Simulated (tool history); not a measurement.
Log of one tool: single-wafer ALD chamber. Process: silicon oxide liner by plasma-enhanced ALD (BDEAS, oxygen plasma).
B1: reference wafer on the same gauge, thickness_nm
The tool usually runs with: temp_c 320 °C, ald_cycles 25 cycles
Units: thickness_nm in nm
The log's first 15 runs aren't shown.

run 16 day=14.725 | temp_c=315 ald_cycles=25 | B1=2.138 | thickness_nm=2.285
run 17 day=16.008 | temp_c=315 ald_cycles=25 | B1=2.135 | thickness_nm=2.298
run 18 day=17.038 | temp_c=315 ald_cycles=25 | B1=2.138 | thickness_nm=2.293
run 19 day=18.188 | temp_c=331 ald_cycles=30 | B1=2.142 | thickness_nm=2.682
run 20 day=19.358 | temp_c=327 ald_cycles=24 | B1=2.135 | thickness_nm=2.152
run 21 day=19.967 | temp_c=333 ald_cycles=24 | B1=2.140 | thickness_nm=2.140
run 22 day=24.304 | temp_c=329 ald_cycles=28 | B1=2.141 | thickness_nm=2.492
-- day=25.242 thermocouple changed; heater temperature recalibrated
run 23 day=25.262 | temp_c=324 ald_cycles=22 | B1=2.143 | thickness_nm=1.981
run 24 day=26.225 | temp_c=320 ald_cycles=25 | B1=2.140 | thickness_nm=2.278
run 25 day=27.292 | temp_c=310 ald_cycles=21 | B1=2.135 | thickness_nm=1.933
run 26 day=30.162 | temp_c=307 ald_cycles=25 | B1=2.138 | thickness_nm=2.328
run 27 day=30.729 | temp_c=312 ald_cycles=24 | B1=2.136 | thickness_nm=2.222
-- day=31.658 gauge calibrated
run 28 day=32.221 | temp_c=313 ald_cycles=25 | B1=2.141 | thickness_nm=2.284
run 29 day=33.233 | temp_c=331 ald_cycles=24 | B1=2.142 | thickness_nm=2.154
run 30 day=34.542 | temp_c=306 ald_cycles=25 | B1=2.139 | thickness_nm=2.329
run 31 day=35.583 | temp_c=320 ald_cycles=23 | B1=2.138 | thickness_nm=2.097
run 32 day=37.008 | temp_c=313 ald_cycles=27 | B1=2.136 | thickness_nm=2.488
run 33 day=37.804 | temp_c=320 ald_cycles=25 | B1=2.139 | thickness_nm=2.301
run 34 day=38.533 | temp_c=327 ald_cycles=25 | B1=2.136 | thickness_nm=2.249
run 35 day=39.692 | temp_c=315 ald_cycles=29 | B1=2.144 | thickness_nm=2.645
run 36 day=40.788 | temp_c=320 ald_cycles=25 | B1=2.137 | thickness_nm=2.261
run 37 day=41.946 | temp_c=320 ald_cycles=25 | B1=2.141 | thickness_nm=2.276

Each row is a separate what-if for the run after 37, all from the same tool condition, not one after another. Results?
run A day=41.962 | temp_c=320 ald_cycles=25 | B1=? | thickness_nm=?
run B day=41.962 | temp_c=308 ald_cycles=29 | B1=? | thickness_nm=?
run C day=41.962 | temp_c=308 ald_cycles=27 | B1=? | thickness_nm=?

run=A B1=2.136 thickness_nm=2.278
run=B B1=2.136 thickness_nm=2.695
run=C B1=2.136 thickness_nm=2.509
Had the tool no hidden state, the same runs would have come out as:
run=A thickness_nm=2.278
run=B thickness_nm=2.695
run=C thickness_nm=2.509
